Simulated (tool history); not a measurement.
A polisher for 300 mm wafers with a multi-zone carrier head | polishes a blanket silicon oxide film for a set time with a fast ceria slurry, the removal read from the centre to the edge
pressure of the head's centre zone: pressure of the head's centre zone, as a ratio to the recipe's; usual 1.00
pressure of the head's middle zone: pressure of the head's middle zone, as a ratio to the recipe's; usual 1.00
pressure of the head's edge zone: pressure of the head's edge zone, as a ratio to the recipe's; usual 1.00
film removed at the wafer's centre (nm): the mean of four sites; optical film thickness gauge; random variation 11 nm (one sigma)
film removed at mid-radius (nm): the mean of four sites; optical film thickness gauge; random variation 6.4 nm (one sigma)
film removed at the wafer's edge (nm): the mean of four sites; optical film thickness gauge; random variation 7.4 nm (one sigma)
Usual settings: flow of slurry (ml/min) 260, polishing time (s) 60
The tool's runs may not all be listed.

run,hour,flow of slurry (ml/min),pressure of the head's centre zone,pressure of the head's middle zone,pressure of the head's edge zone,polishing time (s),wafers since the last listed run,wafers polished on this pad,hours since the slurry nozzle was cleaned,hours since the centre zone pressure was calibrated,hours since the edge zone pressure was calibrated,hours since the carrier head's membrane was replaced,"incoming thickness of the incoming film, nm",film removed at the wafer's centre (nm),film removed at mid-radius (nm),film removed at the wafer's edge (nm)
1,0.0,260,1.00,1.00,1.00,60,0,599,85.5,806.4,465.0,1202.0,3372.1,782.6,777.6,801.8
2,55.9,260,1.00,1.00,1.00,60,538,1137,141.4,862.3,520.9,1257.9,3308.7,768.6,774.5,815.3
# hour 75.8: worn pad replaced by a new one
3,82.7,260,1.00,1.00,1.00,60,219,66,168.2,889.1,547.7,1284.7,3318.0,799.0,774.7,816.9
4,107.8,260,1.00,1.00,1.08,60,241,308,193.3,914.2,572.8,1309.8,3308.0,785.3,770.3,849.8
5,170.8,260,1.00,1.00,1.00,60,606,915,256.3,977.2,635.8,1372.8,3336.4,786.7,775.0,815.5
# hour 204.0: worn pad replaced by a new one
6,207.0,215,0.93,1.00,1.00,60,310,28,292.5,1013.4,672.0,1409.0,3265.5,719.5,763.6,809.5
7,236.5,215,0.93,1.00,1.00,60,284,312,322.0,1042.9,701.5,1438.5,3285.8,712.1,758.5,793.3
8,304.1,260,1.00,1.00,1.00,60,651,963,389.6,1110.5,769.1,1506.1,3277.8,785.6,779.2,807.4
# hour 331.0: slurry nozzle cleaned
# hour 334.5: centre zone pressure recalibrated
# hour 340.4: worn pad replaced by a new one
# hour 364.4: edge zone pressure recalibrated
9,370.2,260,1.00,1.00,1.00,81,549,267,39.2,35.7,5.8,1572.2,3309.7,1060.4,1041.3,1082.0
10,400.1,215,0.93,1.00,1.00,60,287,555,69.1,65.6,35.7,1602.1,3324.8,705.1,757.9,799.7
# hour 406.5: carrier head's membrane replaced by a new one
11,436.0,175,1.00,0.90,0.90,74,297,853,105.0,101.5,71.6,29.5,3347.4,947.2,844.0,931.0
# hour 466.3: worn pad replaced by a new one
12,471.4,225,0.93,1.03,1.00,42,302,49,140.4,136.9,107.0,64.9,3341.1,503.3,550.5,560.3
13,536.8,260,1.10,1.00,1.00,60,629,678,205.8,202.3,172.4,130.3,3299.4,869.6,784.0,807.9
14,572.0,260,1.00,0.93,1.00,45,339,1017,241.0,237.5,207.6,165.5,3340.2,595.2,544.5,604.9
# hour 578.7: worn pad replaced by a new one
15,602.3,260,1.00,1.00,1.07,60,253,226,271.3,267.8,237.9,195.8,3347.7,788.7,766.3,835.1
16,635.9,260,1.00,1.00,1.04,60,323,550,304.9,301.4,271.5,229.4,3280.4,776.6,777.8,823.0

Forecast each of these 5 alternatives for the next run:
A,636.3,260,1.00,1.00,1.00,60,3,554,305.3,301.8,271.9,229.8,3287.4,?,?,?
B,636.3,300,0.95,1.00,1.00,60,3,554,305.3,301.8,271.9,229.8,3287.4,?,?,?
C,636.3,260,1.00,1.00,0.89,60,3,554,305.3,301.8,271.9,229.8,3287.4,?,?,?
D,636.3,260,1.00,1.00,1.00,51,3,554,305.3,301.8,271.9,229.8,3287.4,?,?,?
E,636.3,190,1.00,0.90,0.93,49,3,554,305.3,301.8,271.9,229.8,3287.4,?,?,?

run,film removed at the wafer's centre (nm),film removed at mid-radius (nm),film removed at the wafer's edge (nm)
A,780.3,787.5,816.6
B,751.1,797.4,824.2
C,780.3,787.6,773.1
D,663.3,669.4,694.1
E,615.7,572.7,630.7
Without the tool's hidden state the same runs would have given:
run,film removed at the wafer's centre (nm),film removed at mid-radius (nm),film removed at the wafer's edge (nm)
A,780.3,787.5,816.6
B,751.1,797.4,824.2
C,780.3,787.6,773.1
D,663.3,669.4,694.1
E,615.7,572.7,630.7

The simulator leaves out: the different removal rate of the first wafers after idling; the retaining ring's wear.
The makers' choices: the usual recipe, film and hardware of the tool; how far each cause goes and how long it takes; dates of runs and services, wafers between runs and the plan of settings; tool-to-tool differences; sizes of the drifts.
